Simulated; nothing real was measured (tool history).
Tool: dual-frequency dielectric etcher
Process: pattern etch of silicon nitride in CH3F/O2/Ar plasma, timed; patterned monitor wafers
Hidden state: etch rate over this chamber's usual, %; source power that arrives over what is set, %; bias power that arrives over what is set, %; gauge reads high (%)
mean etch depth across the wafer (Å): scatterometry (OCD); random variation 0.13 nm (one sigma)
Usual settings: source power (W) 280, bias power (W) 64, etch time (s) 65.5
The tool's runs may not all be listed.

| run | hour | source power (W) | bias power (W) | etch time (s) | wafers since the last listed run | hours since the last wet clean | hours since the last source power generator calibration | hours since the last bias power generator calibration | hours since the last upper electrode change | hours since the gauge calibration | read-back reference wafer on the same gauge, depth_nm | mean etch depth across the wafer (Å) |
|---|---|---|---|---|---|---|---|---|---|---|---|---|
| 1 | 0 | 280 | 64 | 55 | 0 | 26.1 | 2340.4 | 3511.6 | 1701.9 | 1111.5 | 43.19 | 329.3 |
| 2 | 59.7 | 280 | 64 | 55 | 899 | 85.8 | 2400.1 | 3571.3 | 1761.6 | 1171.2 | 43.24 | 327.3 |
| 3 | 124.6 | 280 | 64 | 65.5 | 978 | 150.7 | 2465 | 3636.2 | 1826.5 | 1236.1 | 43.2 | 390.8 |
| 4 | 162.7 | 280 | 64 | 65.5 | 574 | 188.8 | 2503.1 | 3674.3 | 1864.6 | 1274.2 | 43.2 | 390.6 |
| 5 | 217.5 | 280 | 64 | 65.5 | 825 | 243.6 | 2557.9 | 3729.1 | 1919.4 | 1329 | 43.2 | 392 |
| 6 | 288.5 | 280 | 75 | 61 | 1069 | 314.6 | 2628.9 | 3800.1 | 1990.4 | 1400 | 43.21 | 387.5 |
| 7 | 313.9 | 280 | 75 | 61 | 382 | 340 | 2654.3 | 3825.5 | 2015.8 | 1425.4 | 43.21 | 388.8 |
|  | 398.1 | wet clean of the chamber |
| 8 | 398.6 | 280 | 75 | 61 | 914 | 0.5 | 2739 | 3910.2 | 2100.5 | 1510.1 | 43.21 | 386.5 |
| 9 | 413 | 280 | 64 | 65.5 | 217 | 14.9 | 2753.4 | 3924.6 | 2114.9 | 1524.5 | 43.21 | 389.4 |
| 10 | 469 | 280 | 64 | 65.5 | 843 | 70.9 | 2809.4 | 3980.6 | 2170.9 | 1580.5 | 43.18 | 391.7 |
| 11 | 496 | 280 | 64 | 65.5 | 406 | 97.9 | 2836.4 | 4007.6 | 2197.9 | 1607.5 | 43.18 | 389.7 |
| 12 | 537.5 | 280 | 75 | 60 | 625 | 139.4 | 2877.9 | 4049.1 | 2239.4 | 1649 | 43.21 | 382.8 |
| 13 | 587 | 250 | 54 | 55 | 745 | 188.9 | 2927.4 | 4098.6 | 2288.9 | 1698.5 | 43.21 | 284.3 |
| 14 | 637.1 | 310 | 64 | 49.5 | 754 | 239 | 2977.5 | 4148.7 | 2339 | 1748.6 | 43.18 | 312 |
| 15 | 683.9 | 250 | 54 | 79.5 | 705 | 285.8 | 3024.3 | 4195.5 | 2385.8 | 1795.4 | 43.18 | 412 |
| 16 | 735.4 | 340 | 74 | 65.5 | 776 | 337.3 | 3075.8 | 4247 | 2437.3 | 1846.9 | 43.2 | 460.4 |
|  | 772.3 | gauge calibrated |
| 17 | 801.9 | 280 | 64 | 46.5 | 1002 | 403.8 | 3142.3 | 4313.5 | 2503.8 | 29.6 | 43.21 | 276.8 |
| 18 | 833 | 280 | 64 | 78.5 | 468 | 434.9 | 3173.4 | 4344.6 | 2534.9 | 60.7 | 43.19 | 466.4 |
|  | 871.1 | wet clean of the chamber |
| 19 | 871.6 | 280 | 64 | 65.5 | 220 | 0.5 | 3212 | 4383.2 | 2573.5 | 99.3 | 43.19 | 390.3 |
|  | 906.4 | bias power generator calibrated |
| 20 | 906.9 | 220 | 64 | 78.5 | 471 | 35.8 | 3247.3 | 0.5 | 2608.8 | 134.6 | 43.2 | 398.5 |
| 21 | 934.9 | 280 | 74 | 65.5 | 421 | 63.8 | 3275.3 | 28.5 | 2636.8 | 162.6 | 43.21 | 413.8 |
| 22 | 998.4 | 280 | 64 | 65.5 | 956 | 127.3 | 3338.8 | 92 | 2700.3 | 226.1 | 43.2 | 392.5 |
|  | 1054.5 | source power generator calibrated |
|  | 1068.2 | upper electrode replaced |
| 23 | 1068.7 | 220 | 73 | 46.5 | 793 | 197.6 | 14.2 | 162.3 | 0.5 | 296.4 | 43.23 | 257.7 |
| 24 | 1093.6 | 250 | 56 | 84.5 | 375 | 222.5 | 39.1 | 187.2 | 25.4 | 321.3 | 43.22 | 455.9 |
| 25 | 1147.2 | 300 | 77 | 65.5 | 807 | 276.1 | 92.7 | 240.8 | 79 | 374.9 | 43.23 | 450.7 |
| 26 | 1191.6 | 350 | 74 | 55 | 669 | 320.5 | 137.1 | 285.2 | 123.4 | 419.3 | 43.2 | 405.6 |
| 27 | 1263.2 | 280 | 64 | 65.5 | 1078 | 392.1 | 208.7 | 356.8 | 195 | 490.9 | 43.19 | 400.8 |
|  | 1306.2 | wet clean of the chamber |
| 28 | 1331.3 | 280 | 64 | 65.5 | 664 | 25.1 | 276.8 | 424.9 | 263.1 | 559 | 43.19 | 398 |
| 29 | 1386.8 | 280 | 64 | 76 | 836 | 80.6 | 332.3 | 480.4 | 318.6 | 614.5 | 43.19 | 466.3 |
| 30 | 1458.6 | 280 | 64 | 65.5 | 1082 | 152.4 | 404.1 | 552.2 | 390.4 | 686.3 | 43.19 | 399.9 |

The same runs without the tool's hidden state, with the same run-to-run variation:
| run | mean etch depth across the wafer (Å) |
|---|---|
| 1 | 338.7 |
| 2 | 336.7 |
| 3 | 402.1 |
| 4 | 401.9 |
| 5 | 403.5 |
| 6 | 398.8 |
| 7 | 400.2 |
| 8 | 397.9 |
| 9 | 401.1 |
| 10 | 403.5 |
| 11 | 401.4 |
| 12 | 394.3 |
| 13 | 293.1 |
| 14 | 321.6 |
| 15 | 424.8 |
| 16 | 474.5 |
| 17 | 285.3 |
| 18 | 480.8 |
| 19 | 402.4 |
| 20 | 410.7 |
| 21 | 426.5 |
| 22 | 404.8 |
| 23 | 257.6 |
| 24 | 456 |
| 25 | 451.4 |
| 26 | 406.7 |
| 27 | 402.5 |
| 28 | 400.4 |
| 29 | 469.7 |
| 30 | 403.3 |
